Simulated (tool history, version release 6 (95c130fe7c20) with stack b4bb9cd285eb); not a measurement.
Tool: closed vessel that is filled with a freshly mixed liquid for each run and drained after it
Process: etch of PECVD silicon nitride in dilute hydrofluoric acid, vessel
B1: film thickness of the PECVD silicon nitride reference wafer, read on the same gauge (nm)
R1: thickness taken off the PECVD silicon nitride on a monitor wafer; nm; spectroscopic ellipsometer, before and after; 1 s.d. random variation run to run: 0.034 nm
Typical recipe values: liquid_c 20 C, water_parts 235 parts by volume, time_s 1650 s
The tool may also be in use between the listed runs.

run 1 day=0 | liquid_c=20 water_parts=235 time_s=1270 | B1=60.04 | R1=8.01
run 2 day=1.388 | liquid_c=20 water_parts=235 time_s=1270 | B1=60.01 | R1=8.06
run 3 day=2.883 | liquid_c=20 water_parts=235 time_s=1270 | B1=60.02 | R1=8.04
run 4 day=4.433 | liquid_c=20 water_parts=235 time_s=1650 | B1=60.01 | R1=10.46
run 5 day=6.358 | liquid_c=20 water_parts=235 time_s=1650 | B1=59.99 | R1=10.48
run 6 day=11.504 | liquid_c=20 water_parts=235 time_s=1650 | B1=60 | R1=10.38
run 7 day=12.517 | liquid_c=20 water_parts=235 time_s=1650 | B1=60.01 | R1=10.42
run 8 day=13.908 | liquid_c=20 water_parts=235 time_s=1650 | B1=60.02 | R1=10.44
run 9 day=16.846 | liquid_c=20 water_parts=235 time_s=1110 | B1=60.01 | R1=7
run 10 day=19.704 | liquid_c=20 water_parts=235 time_s=1110 | B1=60 | R1=6.97
run 11 day=21.262 | liquid_c=20 water_parts=235 time_s=1110 | B1=59.98 | R1=6.93
run 12 day=29.875 | liquid_c=20 water_parts=145 time_s=1085 | B1=60.01 | R1=10.84
-- day=30.521 hydrofluoric acid flow meter replaced
run 13 day=31.15 | liquid_c=20 water_parts=235 time_s=980 | B1=60.04 | R1=6.37
run 14 day=32.796 | liquid_c=20 water_parts=235 time_s=1650 | B1=59.99 | R1=10.68
run 15 day=34.6 | liquid_c=20 water_parts=235 time_s=1650 | B1=60.02 | R1=10.7
run 16 day=36.921 | liquid_c=17 water_parts=165 time_s=1650 | B1=59.98 | R1=12.25

Run 17 has not been measured yet. What should we expect?
run 17 day=39.362 | liquid_c=23 water_parts=155 time_s=1650 | B1=? | R1=?

Run 17 came out at B1 59.99, R1 19.42 nm.
Had the tool carried no hidden state, the very same run would have given R1 19.04 nm.

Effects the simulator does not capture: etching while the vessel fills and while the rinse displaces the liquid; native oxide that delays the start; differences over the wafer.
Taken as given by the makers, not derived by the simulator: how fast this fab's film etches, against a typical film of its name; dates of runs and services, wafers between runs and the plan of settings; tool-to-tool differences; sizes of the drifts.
